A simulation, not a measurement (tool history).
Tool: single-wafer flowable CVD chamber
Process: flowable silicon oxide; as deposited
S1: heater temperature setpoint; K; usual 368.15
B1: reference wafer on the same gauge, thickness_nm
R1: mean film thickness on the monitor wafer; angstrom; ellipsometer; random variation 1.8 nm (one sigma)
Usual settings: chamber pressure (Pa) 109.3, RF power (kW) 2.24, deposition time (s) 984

Run 1, hour 0: usual settings; B1 763.858. Result: R1 9199.19 angstrom.
Run 2, hour 10.3: usual settings; B1 764.217. Result: R1 9140.13 angstrom.
Run 3, hour 25.8: usual settings; B1 764.347. Result: R1 9184.53 angstrom.
Run 4, hour 43.2: usual settings but chamber pressure (Pa) 98.7; B1 763.712. Result: R1 8286.77 angstrom.
Run 5, hour 52.6: usual settings; B1 764.222. Result: R1 9184.66 angstrom.
Run 6, hour 68.3: usual settings but S1 372.15 K; B1 764.334. Result: R1 8031.06 angstrom.
Run 7, hour 82.1: usual settings; B1 764.271. Result: R1 9197.47 angstrom.
Run 8, hour 91.2: usual settings; B1 763.964. Result: R1 9231.86 angstrom.
Run 9, hour 106.2: usual settings; B1 763.965. Result: R1 9165.27 angstrom.
At hour 116.5: showerhead replaced.
Run 10, hour 117: usual settings; B1 764.127. Result: R1 9172.03 angstrom.
Run 11, hour 126.1: usual settings; B1 763.481. Result: R1 9188.15 angstrom.
Run 12, hour 141.6: usual settings; B1 763.794. Result: R1 9181.16 angstrom.
Run 13, hour 151.1: usual settings; B1 764.169. Result: R1 9154.25 angstrom.
Run 14, hour 163.2: usual settings but S1 361.15 K, chamber pressure (Pa) 121.5, RF power (kW) 2.05, deposition time (s) 1075; B1 764.006. Result: R1 13545.22 angstrom.
Run 15, hour 169.4: usual settings but chamber pressure (Pa) 118.9; B1 763.886. Result: R1 10033.9 angstrom.
Run 16, hour 176.6: usual settings but RF power (kW) 2.035; B1 763.963. Result: R1 8990.6 angstrom.
At hour 186.3: gauge calibrated.
At hour 225: capacitance manometer re-zeroed and calibrated.
Run 17, hour 225.5: usual settings; B1 764.174. Result: R1 9244.03 angstrom.
At hour 255.3: thermocouple changed; heater temperature recalibrated.
Run 18, hour 255.8: usual settings; B1 763.857. Result: R1 7534.15 angstrom.
Run 19, hour 256.4: usual settings; B1 764.074. Result: R1 7537.68 angstrom.
At hour 269.5: RF generator calibrated.
Run 20, hour 271.6: usual settings but chamber pressure (Pa) 86.1, deposition time (s) 911; B1 764.12. Result: R1 5512.2 angstrom.
Run 21, hour 281.8: usual settings; B1 763.77. Result: R1 7571.56 angstrom.
Run 22, hour 296.6: usual settings but S1 374.15 K, RF power (kW) 1.86; B1 763.66. Result: R1 5908.49 angstrom.
Run 23, hour 311.8: usual settings but RF power (kW) 2.45; B1 763.748. Result: R1 7772.63 angstrom.
Run 24, hour 325.5: usual settings but chamber pressure (Pa) 91.1, RF power (kW) 1.85; B1 763.852. Result: R1 6031.77 angstrom.
Run 25, hour 333.2: usual settings but S1 357.15 K, chamber pressure (Pa) 119.2, RF power (kW) 1.995, deposition time (s) 873; B1 763.657. Result: R1 10269.6 angstrom.
Run 26, hour 345.7: usual settings but chamber pressure (Pa) 101.6, RF power (kW) 2.615, deposition time (s) 913; B1 763.847. Result: R1 6813.62 angstrom.

5 ways to go on from here, each from the tool as it stands after run 26. What would each give?
Run A, hour 346.4: usual settings but S1 373.15 K; B1 ?. Result: R1 ?.
Run B, hour 346.4: usual settings but S1 380.15 K, chamber pressure (Pa) 121.6; B1 ?. Result: R1 ?.
Run C, hour 346.4: usual settings but S1 372.15 K, chamber pressure (Pa) 91.6, RF power (kW) 1.955, deposition time (s) 1034; B1 ?. Result: R1 ?.
Run D, hour 346.4: usual settings but S1 372.15 K, RF power (kW) 1.945, deposition time (s) 1059; B1 ?. Result: R1 ?.
Run E, hour 346.4: usual settings but RF power (kW) 1.945, deposition time (s) 1136; B1 ?. Result: R1 ?.

run       B1       R1
  A  764.141  6528.01
  B  764.141  5723.05
  C  764.141  5722.87
  D  764.141  6990.68
  E  764.141  8569.28
Without the tool's hidden state the same runs would have given:
run       R1
  A  6414.07
  B  5621.88
  C  5623.23
  D  6868.96
  E   8416.8
